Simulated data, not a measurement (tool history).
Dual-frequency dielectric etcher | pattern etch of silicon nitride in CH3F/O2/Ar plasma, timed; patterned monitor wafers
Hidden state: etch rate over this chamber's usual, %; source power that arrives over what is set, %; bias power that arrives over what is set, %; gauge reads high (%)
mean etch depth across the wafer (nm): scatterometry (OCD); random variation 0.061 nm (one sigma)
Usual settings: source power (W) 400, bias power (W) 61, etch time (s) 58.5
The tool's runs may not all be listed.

run   hour  source power (W)  bias power (W)  etch time (s)  wafers since the last listed run  hours since the last wet clean  hours since the last source power generator calibration  hours since the last bias power generator calibration  hours since the last upper electrode change  hours since the gauge calibration  read-back reference wafer on the same gauge, depth_nm  mean etch depth across the wafer (nm)
  1    0.0               400              61           58.5                                 0                           121.7                                                   2413.0                                                 2455.7                                       4444.8                              214.4                                                  39.00                                  40.55
  2   49.9               400              61           58.5                               721                           171.6                                                   2462.9                                                 2505.6                                       4494.7                              264.3                                                  38.99                                  40.41
  3   67.2               400              61           58.5                               250                           188.9                                                   2480.2                                                 2522.9                                       4512.0                              281.6                                                  39.01                                  40.34
  4   99.9               400              61           58.5                               472                           221.6                                                   2512.9                                                 2555.6                                       4544.7                              314.3                                                  38.99                                  40.18
  5  145.3               400              61           58.5                               656                           267.0                                                   2558.3                                                 2601.0                                       4590.1                              359.7                                                  39.03                                  40.20
  6  158.6               400              61           58.5                               192                           280.3                                                   2571.6                                                 2614.3                                       4603.4                              373.0                                                  39.01                                  40.14
  7  179.6               400              61           58.5                               303                           301.3                                                   2592.6                                                 2635.3                                       4624.4                              394.0                                                  39.00                                  40.15
  8  195.9               400              69           50.5                               235                           317.6                                                   2608.9                                                 2651.6                                       4640.7                              410.3                                                  39.01                                  35.77
  9  208.7               400              69           50.5                               185                           330.4                                                   2621.7                                                 2664.4                                       4653.5                              423.1                                                  39.01                                  35.61
 10  236.5               400              61           58.5                               401                           358.2                                                   2649.5                                                 2692.2                                       4681.3                              450.9                                                  38.99                                  39.99
     260.9  -- wet clean of the chamber
 11  271.8               400              61           58.5                               163                            10.9                                                   2684.8                                                 2727.5                                       4716.6                              486.2                                                  39.00                                  40.52
 12  288.3               300              61           58.5                               238                            27.4                                                   2701.3                                                 2744.0                                       4733.1                              502.7                                                  39.02                                  36.55
 13  301.4               480              61           63.5                               189                            40.5                                                   2714.4                                                 2757.1                                       4746.2                              515.8                                                  38.98                                  47.04
 14  327.7               470              56           54.0                               380                            66.8                                                   2740.7                                                 2783.4                                       4772.5                              542.1                                                  38.98                                  38.68

Forecast run 15:
     333.3  -- source power generator calibrated
 15  340.7               400              61           58.5                               130                            79.8                                                      7.4                                                 2796.4                                       4785.5                              555.1                                                      ?                                      ?

{"run 15": {"read-back reference wafer on the same gauge, depth_nm": 39.01, "mean etch depth across the wafer (nm)": 40.28}}
Without the tool's hidden state the same run would have given mean etch depth across the wafer (nm) 40.58.
